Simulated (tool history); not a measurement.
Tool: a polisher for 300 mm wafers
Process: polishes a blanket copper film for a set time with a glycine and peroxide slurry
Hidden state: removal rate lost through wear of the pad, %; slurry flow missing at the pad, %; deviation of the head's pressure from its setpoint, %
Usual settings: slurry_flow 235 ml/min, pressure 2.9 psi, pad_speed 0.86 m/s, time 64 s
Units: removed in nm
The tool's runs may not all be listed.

run	day	slurry_flow	pressure	pad_speed	time	wafers since the last listed run	wafers polished on this pad	hours since the slurry nozzle was cleaned	hours since the head pressure was calibrated	incoming thickness of the incoming film, nm	removed
1	0	235	2.9	0.86	64	0	1421	396.6	72.7	1876.6	343.8
# day 1.7: slurry nozzle cleaned
# day 1.708: worn pad replaced by a new one
2	2.129	235	2.9	0.86	64	587	119	10.3	123.8	1858.1	360.3
3	4.3	235	2.9	0.86	64	613	732	62.4	175.9	1826.4	348.7
4	6.404	235	2.9	0.86	64	594	1326	112.9	226.4	1875.4	340.3
# day 8.408: worn pad replaced by a new one
5	8.933	290	2.9	0.86	53	667	148	173.6	287.1	1893.4	304.7
# day 9.421: head pressure recalibrated
6	10.429	290	2.9	0.86	53	398	547	209.5	24.2	1875.3	293.2
7	12.025	290	2.9	0.86	53	450	997	247.8	62.5	1888.6	290.6
8	13.367	235	1.9	0.86	48	378	1376	280	94.7	1845.7	204.8
9	14.992	235	2	0.86	58	458	1835	319	133.7	1888.2	252.3
# day 15.279: worn pad replaced by a new one
10	16.925	235	2.9	0.86	64	498	464	365.4	180.1	1840.7	352.3
11	18.012	235	3.5	0.86	64	307	772	391.5	206.2	1844.9	395.6
# day 18.292: slurry nozzle cleaned
12	19.929	270	2.4	0.86	51	529	1301	39.3	252.2	1834.7	248.3
# day 21.375: worn pad replaced by a new one
13	24.371	200	2.9	0.86	64	1207	846	145.9	358.8	1848.7	343.1
# day 24.708: head pressure recalibrated
# day 29.017: worn pad replaced by a new one
14	31.25	210	2.3	0.78	82	1872	631	311	157	1833.2	359
15	34.112	290	2.9	0.86	53	808	1439	379.7	225.7	1872	284.8

Some steps in removed between neighbouring runs. How much of each would the tool show without its hidden state too (settings, what came in, random variation), and how much is left for the hidden state, with any gauge scatter that isn't in both results?
Run 4 -> 5: slurry_flow 235 -> 290, time 64 -> 53, worn pad replaced by a new one. removed -35.6 nm: hidden state +18.9, all else -54.5.
Run 11 -> 12: slurry_flow 235 -> 270, pressure 3.5 -> 2.4, time 64 -> 51, slurry nozzle cleaned. removed -147.3 nm: hidden state +5.3, all else -152.6.

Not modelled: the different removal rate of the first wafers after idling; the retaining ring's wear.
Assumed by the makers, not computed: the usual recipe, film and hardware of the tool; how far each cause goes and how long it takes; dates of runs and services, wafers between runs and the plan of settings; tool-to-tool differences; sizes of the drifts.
